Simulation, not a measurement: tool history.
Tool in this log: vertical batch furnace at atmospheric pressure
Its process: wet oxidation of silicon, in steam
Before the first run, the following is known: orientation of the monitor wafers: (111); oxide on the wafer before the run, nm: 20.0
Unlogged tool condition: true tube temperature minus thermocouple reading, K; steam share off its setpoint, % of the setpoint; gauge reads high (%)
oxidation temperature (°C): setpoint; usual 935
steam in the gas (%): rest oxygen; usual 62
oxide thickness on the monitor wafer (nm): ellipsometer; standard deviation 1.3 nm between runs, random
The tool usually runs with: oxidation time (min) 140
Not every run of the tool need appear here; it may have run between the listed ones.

run,hour,oxidation temperature (°C),oxidation time (min),steam in the gas (%),wafers since the last listed run,hours since the last temperature calibration,hours since the steam generator was serviced,hours since the gauge calibration,"read-back reference wafer on the same gauge, thickness",oxide thickness on the monitor wafer (nm)
1,0,955,140,62,0,2033.3,1920,392.7,501.85,487.57
2,54.2,955,140,62,540,2087.5,1974.2,446.9,502.06,486.85
3,94.8,935,169.5,62,405,2128.1,2014.8,487.5,502.2,482.41
4,129.6,935,169.5,62,347,2162.9,2049.6,522.3,502.3,480.51
5,199,935,169.5,62,692,2232.3,2119,591.7,502.46,481.74
6,258.6,935,140,62,594,2291.9,2178.6,651.3,502.02,425.29
7,323.9,935,140,62,651,2357.2,2243.9,716.6,501.72,424.75
8,362.2,935,140,62,382,2395.5,2282.2,754.9,502.38,423.24
# hour 398.1: steam generator serviced
9,408.5,935,140,62,222,2441.8,10.4,801.2,502.49,444.68
10,460.7,935,140,62,520,2494,62.6,853.4,502.11,445.07
11,492.7,935,140,62,319,2526,94.6,885.4,501.92,444.72
12,532.8,925,75.5,62,400,2566.1,134.7,925.5,502.51,269.78
# hour 611.3: thermocouples replaced and temperature profile calibrated
# hour 698.2: gauge calibrated
13,716.8,935,140,62,1596,105.5,318.7,18.6,501.98,430.63
14,760.5,935,169.5,62,436,149.2,362.4,62.3,501.66,486.68
15,810,950,206,66,493,198.7,411.9,111.8,502.12,632.36
16,846.1,952,140,51,360,234.8,448,147.9,502.16,425.01
17,892.4,935,140,62,461,281.1,494.3,194.2,501.31,427.7
18,963.9,925,140,62,713,352.6,565.8,265.7,502.88,396.6
19,1013.3,924,70.5,67,492,402,615.2,315.1,501.61,257.99
20,1054.4,935,140,62,410,443.1,656.3,356.2,501.2,428.49
21,1124.4,948,159,52,698,513.1,726.3,426.2,501.81,452.52
22,1160.5,928,95,74,360,549.2,762.4,462.3,501.59,352.85

3 ways to go on from here, each from the tool as it stands after run 22. What would each give?
A,1166.9,935,140,69,63,555.6,768.8,468.7,?,?
B,1166.9,935,165,66,63,555.6,768.8,468.7,?,?
C,1166.9,935,82.5,62,63,555.6,768.8,468.7,?,?

run,"read-back reference wafer on the same gauge, thickness",oxide thickness on the monitor wafer (nm)
A,501.96,459.38
B,501.96,497.18
C,501.96,297.88
Without the tool's unlogged condition, the same runs would have read:
run,oxide thickness on the monitor wafer (nm)
A,463.8
B,501.96
C,300.73

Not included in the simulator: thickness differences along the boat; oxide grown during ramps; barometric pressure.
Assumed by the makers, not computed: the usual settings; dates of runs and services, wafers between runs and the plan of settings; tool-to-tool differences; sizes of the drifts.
